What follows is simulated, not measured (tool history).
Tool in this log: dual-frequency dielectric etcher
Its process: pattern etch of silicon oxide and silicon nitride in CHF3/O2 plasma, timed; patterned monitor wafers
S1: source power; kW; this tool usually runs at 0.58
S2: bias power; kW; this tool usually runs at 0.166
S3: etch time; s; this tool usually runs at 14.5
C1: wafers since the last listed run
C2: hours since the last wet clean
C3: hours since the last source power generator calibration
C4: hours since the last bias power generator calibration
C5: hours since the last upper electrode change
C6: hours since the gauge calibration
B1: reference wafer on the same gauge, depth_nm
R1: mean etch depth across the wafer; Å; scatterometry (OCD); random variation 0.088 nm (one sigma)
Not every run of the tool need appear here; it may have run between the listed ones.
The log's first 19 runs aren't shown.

run    hour    S1     S2    S3    C1     C2      C3      C4      C5      C6     B1     R1
     1387.4  -- wet clean of the chamber
 20  1387.9  0.58  0.193  14.5   957    0.5   981.1   718.6  1349.4   505.8   22.9  208.7
 21  1526.4  0.62  0.166  14.5  1543    139  1119.6   857.1  1487.9   644.3  22.89  205.3
 22  1597.7  0.58  0.141  14.5   794  210.3  1190.9   928.4  1559.2   715.6  22.91  190.2
 23  1636.3  0.58  0.166  14.5   430  248.9  1229.5     967  1597.8   754.2  22.88  198.8
 24  1699.5  0.63  0.166    18   704  312.1  1292.7  1030.2    1661   817.4  22.93  257.1
 25  1756.6  0.58  0.194    16   636  369.2  1349.8  1087.3  1718.1   874.5  22.89  231.2
 26  1823.7  0.58  0.166    18   747  436.3  1416.9  1154.4  1785.2   941.6   22.9  246.9
     1976.6  -- source power generator calibrated
     2087.8  -- wet clean of the chamber
 27  2088.3  0.68  0.179  14.5  2636    0.5   111.7    1419  2049.8  1206.2  22.91  216.1
 28  2129.7  0.48  0.124  17.5   461   41.9   153.1  1460.4  2091.2  1247.6  22.89  198.6
 29  2182.7  0.58  0.145  14.5   590   94.9   206.1  1513.4  2144.2  1300.6   22.9  189.5
 30  2222.6  0.58  0.166    16   444  134.8     246  1553.3  2184.1  1340.5  22.92  218.3

Branching from run 30: 3 alternative next runs. What would each branch give?
  A  2223  0.58  0.166  14.5   4  135.2  246.4  1553.7  2184.5  1340.9   ?   ?
  B  2223  0.46  0.187  14.5   4  135.2  246.4  1553.7  2184.5  1340.9   ?   ?
  C  2223  0.49  0.204  16.5   4  135.2  246.4  1553.7  2184.5  1340.9   ?   ?

run     B1     R1
  A  22.93  194.9
  B  22.93  179.4
  C  22.93  216.6
Without the tool's unlogged condition, the same runs would have read:
run     R1
  A  193.1
  B  177.7
  C  214.6
